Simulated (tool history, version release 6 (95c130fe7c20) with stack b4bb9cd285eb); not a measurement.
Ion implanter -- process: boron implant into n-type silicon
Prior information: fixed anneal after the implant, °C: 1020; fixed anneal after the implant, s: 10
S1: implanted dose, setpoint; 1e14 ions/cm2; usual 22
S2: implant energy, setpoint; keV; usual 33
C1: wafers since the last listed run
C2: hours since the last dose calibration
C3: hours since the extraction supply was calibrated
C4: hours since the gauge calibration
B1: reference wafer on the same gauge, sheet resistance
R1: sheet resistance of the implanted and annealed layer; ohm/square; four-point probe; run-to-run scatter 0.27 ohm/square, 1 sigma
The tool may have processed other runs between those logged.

{"run": 1, "hour": 0.0, "S1": 22, "S2": 33, "C1": 0, "C2": 47.2, "C3": 4020.9, "C4": 1327.4, "B1": 57.54, "R1": 64.72}
{"run": 2, "hour": 92.2, "S1": 25.77, "S2": 40.5, "C1": 1292, "C2": 139.4, "C3": 4113.1, "C4": 1419.6, "B1": 57.55, "R1": 56.44}
{"run": 3, "hour": 169.7, "S1": 25.77, "S2": 40.5, "C1": 1086, "C2": 216.9, "C3": 4190.6, "C4": 1497.1, "B1": 57.56, "R1": 56.65}
{"run": 4, "hour": 250.0, "S1": 22, "S2": 30, "C1": 1125, "C2": 297.2, "C3": 4270.9, "C4": 1577.4, "B1": 57.69, "R1": 66.16}
{"run": 5, "hour": 331.3, "S1": 22, "S2": 27.5, "C1": 1139, "C2": 378.5, "C3": 4352.2, "C4": 1658.7, "B1": 57.55, "R1": 67.62}
{"run": 6, "hour": 437.5, "S1": 22, "S2": 27.5, "C1": 1488, "C2": 484.7, "C3": 4458.4, "C4": 1764.9, "B1": 57.61, "R1": 68.04}
{"run": 7, "hour": 486.4, "S1": 22, "S2": 27.5, "C1": 685, "C2": 533.6, "C3": 4507.3, "C4": 1813.8, "B1": 57.5, "R1": 67.26}
{"run": 8, "hour": 557.1, "S1": 22, "S2": 33, "C1": 991, "C2": 604.3, "C3": 4578, "C4": 1884.5, "B1": 57.61, "R1": 65.69}
{"run": 9, "hour": 649.1, "S1": 22, "S2": 33, "C1": 1289, "C2": 696.3, "C3": 4670, "C4": 1976.5, "B1": 57.64, "R1": 65.69}
{"run": 10, "hour": 746.9, "S1": 22, "S2": 33, "C1": 1371, "C2": 794.1, "C3": 4767.8, "C4": 2074.3, "B1": 57.66, "R1": 65.68}
{"run": 11, "hour": 787.1, "S1": 22, "S2": 33, "C1": 563, "C2": 834.3, "C3": 4808, "C4": 2114.5, "B1": 57.63, "R1": 65.09}
{"run": 12, "hour": 841.7, "S1": 22, "S2": 33, "C1": 765, "C2": 888.9, "C3": 4862.6, "C4": 2169.1, "B1": 57.63, "R1": 65.74}
{"run": 13, "hour": 942.7, "S1": 22, "S2": 33, "C1": 1415, "C2": 989.9, "C3": 4963.6, "C4": 2270.1, "B1": 57.6, "R1": 65.91}
{"hour": 990.7, "done": "Faraday cup replaced and dose calibrated"}
{"run": 14, "hour": 1035.6, "S1": 22, "S2": 33, "C1": 1190, "C2": 44.9, "C3": 5056.5, "C4": 2363, "B1": 57.5, "R1": 64.03}
{"run": 15, "hour": 1130.7, "S1": 22, "S2": 33, "C1": 1333, "C2": 140, "C3": 5151.6, "C4": 2458.1, "B1": 57.65, "R1": 64.49}
{"run": 16, "hour": 1206.8, "S1": 22, "S2": 33, "C1": 1066, "C2": 216.1, "C3": 5227.7, "C4": 2534.2, "B1": 57.58, "R1": 64.98}
{"run": 17, "hour": 1291.1, "S1": 18.35, "S2": 30.5, "C1": 1181, "C2": 300.4, "C3": 5312, "C4": 2618.5, "B1": 57.62, "R1": 73.86}
{"run": 18, "hour": 1378.3, "S1": 22, "S2": 33, "C1": 1222, "C2": 387.6, "C3": 5399.2, "C4": 2705.7, "B1": 57.51, "R1": 65.12}
{"run": 19, "hour": 1419.9, "S1": 19.81, "S2": 26.5, "C1": 583, "C2": 429.2, "C3": 5440.8, "C4": 2747.3, "B1": 57.59, "R1": 72.63}
{"run": 20, "hour": 1499.0, "S1": 22, "S2": 33, "C1": 1108, "C2": 508.3, "C3": 5519.9, "C4": 2826.4, "B1": 57.62, "R1": 64.8}
{"run": 21, "hour": 1606.7, "S1": 19.24, "S2": 30, "C1": 1509, "C2": 616, "C3": 5627.6, "C4": 2934.1, "B1": 57.65, "R1": 72.57}
{"run": 22, "hour": 1676.3, "S1": 22, "S2": 27.5, "C1": 975, "C2": 685.6, "C3": 5697.2, "C4": 3003.7, "B1": 57.55, "R1": 67.38}
{"run": 23, "hour": 1773.3, "S1": 22, "S2": 33, "C1": 1359, "C2": 782.6, "C3": 5794.2, "C4": 3100.7, "B1": 57.55, "R1": 65.23}
{"hour": 1776.1, "done": "gauge calibrated"}
{"run": 24, "hour": 1965.3, "S1": 27.66, "S2": 33, "C1": 2691, "C2": 974.6, "C3": 5986.2, "C4": 189.2, "B1": 57.63, "R1": 56.76}
{"hour": 1978.7, "done": "extraction supply calibrated"}
{"run": 25, "hour": 2073.2, "S1": 28.15, "S2": 29, "C1": 1400, "C2": 1082.5, "C3": 94.5, "C4": 297.1, "B1": 57.59, "R1": 57.7}
{"run": 26, "hour": 2169.9, "S1": 22, "S2": 33, "C1": 1355, "C2": 1179.2, "C3": 191.2, "C4": 393.8, "B1": 57.66, "R1": 65.28}
{"hour": 2208.3, "done": "Faraday cup replaced and dose calibrated"}
{"run": 27, "hour": 2249.2, "S1": 16.05, "S2": 33, "C1": 999, "C2": 40.9, "C3": 270.5, "C4": 473.1, "B1": 57.62, "R1": 81.32}
{"run": 28, "hour": 2353.7, "S1": 27.8, "S2": 37.5, "C1": 1465, "C2": 145.4, "C3": 375, "C4": 577.6, "B1": 57.59, "R1": 54.34}
{"run": 29, "hour": 2399.6, "S1": 19.27, "S2": 33, "C1": 643, "C2": 191.3, "C3": 420.9, "C4": 623.5, "B1": 57.57, "R1": 71.21}
{"run": 30, "hour": 2464.6, "S1": 16.32, "S2": 23, "C1": 911, "C2": 256.3, "C3": 485.9, "C4": 688.5, "B1": 57.63, "R1": 83.84}
{"run": 31, "hour": 2542.5, "S1": 25.02, "S2": 25.5, "C1": 1092, "C2": 334.2, "C3": 563.8, "C4": 766.4, "B1": 57.64, "R1": 64.07}
{"run": 32, "hour": 2621.0, "S1": 24.37, "S2": 22, "C1": 1100, "C2": 412.7, "C3": 642.3, "C4": 844.9, "B1": 57.56, "R1": 67.33}
{"run": 33, "hour": 2662.4, "S1": 16.66, "S2": 22.5, "C1": 580, "C2": 454.1, "C3": 683.7, "C4": 886.3, "B1": 57.68, "R1": 84.02}
{"run": 34, "hour": 2766.2, "S1": 18.46, "S2": 27, "C1": 1455, "C2": 557.9, "C3": 787.5, "C4": 990.1, "B1": 57.72, "R1": 75.52}
{"run": 35, "hour": 3068.7, "S1": 18.14, "S2": 37, "C1": 4240, "C2": 860.4, "C3": 1090, "C4": 1292.6, "B1": 57.58, "R1": 74.1}
{"hour": 3256.1, "done": "Faraday cup replaced and dose calibrated"}
{"run": 36, "hour": 3357.2, "S1": 22, "S2": 43, "C1": 3932, "C2": 101.1, "C3": 1378.5, "C4": 1581.1, "B1": 57.46, "R1": 61.91}
{"run": 37, "hour": 3426.7, "S1": 19.9, "S2": 37.5, "C1": 974, "C2": 170.6, "C3": 1448, "C4": 1650.6, "B1": 57.66, "R1": 68.17}
{"run": 38, "hour": 3509.9, "S1": 24.19, "S2": 33, "C1": 1166, "C2": 253.8, "C3": 1531.2, "C4": 1733.8, "B1": 57.65, "R1": 61.38}

Below are 3 alternative next runs, each starting from the tool's condition after run 38. Predict each:
{"run": "A", "hour": 3510.3, "S1": 22, "S2": 33, "C1": 5, "C2": 254.2, "C3": 1531.6, "C4": 1734.2, "B1": "?", "R1": "?"}
{"run": "B", "hour": 3510.3, "S1": 19.1, "S2": 27, "C1": 5, "C2": 254.2, "C3": 1531.6, "C4": 1734.2, "B1": "?", "R1": "?"}
{"run": "C", "hour": 3510.3, "S1": 15.73, "S2": 27.5, "C1": 5, "C2": 254.2, "C3": 1531.6, "C4": 1734.2, "B1": "?", "R1": "?"}

run=A B1=57.52 R1=65.34
run=B B1=57.52 R1=74.19
run=C B1=57.52 R1=84.74
Without the tool's hidden state the same runs would have given:
run=A R1=64.62
run=B R1=73.38
run=C R1=83.7
